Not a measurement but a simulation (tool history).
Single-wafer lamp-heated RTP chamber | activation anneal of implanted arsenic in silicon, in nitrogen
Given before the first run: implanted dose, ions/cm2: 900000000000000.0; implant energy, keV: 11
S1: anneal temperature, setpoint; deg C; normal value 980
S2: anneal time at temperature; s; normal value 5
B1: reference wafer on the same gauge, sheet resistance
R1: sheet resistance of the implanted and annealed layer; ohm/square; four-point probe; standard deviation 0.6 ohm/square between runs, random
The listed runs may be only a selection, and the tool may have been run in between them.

Run 1, day 0.000: usual settings; B1 175.99. Result: R1 183.12 ohm/square.
Run 2, day 0.379: usual settings; B1 175.79. Result: R1 183.56 ohm/square.
At day 0.554: gauge calibrated.
Run 3, day 0.900: usual settings but S1 973 deg C, S2 6 s; B1 175.87. Result: R1 182.56 ohm/square.
Run 4, day 1.217: usual settings but S1 973 deg C, S2 6 s; B1 176.03. Result: R1 183.55 ohm/square.
Run 5, day 1.662: usual settings but S1 973 deg C, S2 6 s; B1 176.05. Result: R1 184.36 ohm/square.
Run 6, day 2.046: usual settings; B1 175.81. Result: R1 182.35 ohm/square.
Run 7, day 2.500: usual settings; B1 175.89. Result: R1 182.51 ohm/square.
Run 8, day 3.150: usual settings; B1 175.96. Result: R1 182.93 ohm/square.
Run 9, day 3.683: usual settings but S2 3 s; B1 175.84. Result: R1 189.48 ohm/square.
Run 10, day 4.354: usual settings; B1 176.01. Result: R1 182.21 ohm/square.
At day 4.762: reflector plate cleaned.
At day 4.808: pyrometer window cleaned and pyrometer calibrated.
Run 11, day 4.933: usual settings but S1 1005 deg C, S2 3 s; B1 175.93. Result: R1 183.27 ohm/square.
Run 12, day 5.204: usual settings but S1 1000 deg C, S2 4 s; B1 175.88. Result: R1 181.60 ohm/square.
At day 5.375: gauge calibrated.
Run 13, day 5.925: usual settings but S1 1002 deg C, S2 7 s; B1 175.99. Result: R1 171.37 ohm/square.
Run 14, day 6.521: usual settings but S1 965 deg C, S2 6 s; B1 176.02. Result: R1 191.70 ohm/square.
Run 15, day 7.225: usual settings but S1 1001 deg C, S2 4 s; B1 175.92. Result: R1 179.52 ohm/square.
Run 16, day 7.654: usual settings; B1 176.01. Result: R1 184.90 ohm/square.
Run 17, day 8.042: usual settings but S1 955 deg C, S2 4 s; B1 176.10. Result: R1 200.52 ohm/square.
Run 18, day 8.396: usual settings but S2 7 s; B1 176.03. Result: R1 179.85 ohm/square.
Run 19, day 8.962: usual settings; B1 176.00. Result: R1 185.20 ohm/square.

Each row is a separate what-if for the run after 19, all from the same tool condition, not one after another. Results?
Run A, day 8.979: usual settings; B1 ?. Result: R1 ?.
Run B, day 8.979: usual settings but S1 1007 deg C, S2 7 s; B1 ?. Result: R1 ?.
Run C, day 8.979: usual settings but S2 6 s; B1 ?. Result: R1 ?.
Run D, day 8.979: usual settings but S1 999 deg C, S2 4 s; B1 ?. Result: R1 ?.
Run E, day 8.979: usual settings but S1 966 deg C; B1 ?. Result: R1 ?.

run      B1      R1
  A  175.98  184.12
  B  175.98  166.30
  C  175.98  181.62
  D  175.98  178.84
  E  175.98  190.69
Take away the tool's hidden state, keep each run's random variation, and the runs would have read:
run      R1
  A  188.86
  B  171.31
  C  186.45
  D  183.20
  E  195.59

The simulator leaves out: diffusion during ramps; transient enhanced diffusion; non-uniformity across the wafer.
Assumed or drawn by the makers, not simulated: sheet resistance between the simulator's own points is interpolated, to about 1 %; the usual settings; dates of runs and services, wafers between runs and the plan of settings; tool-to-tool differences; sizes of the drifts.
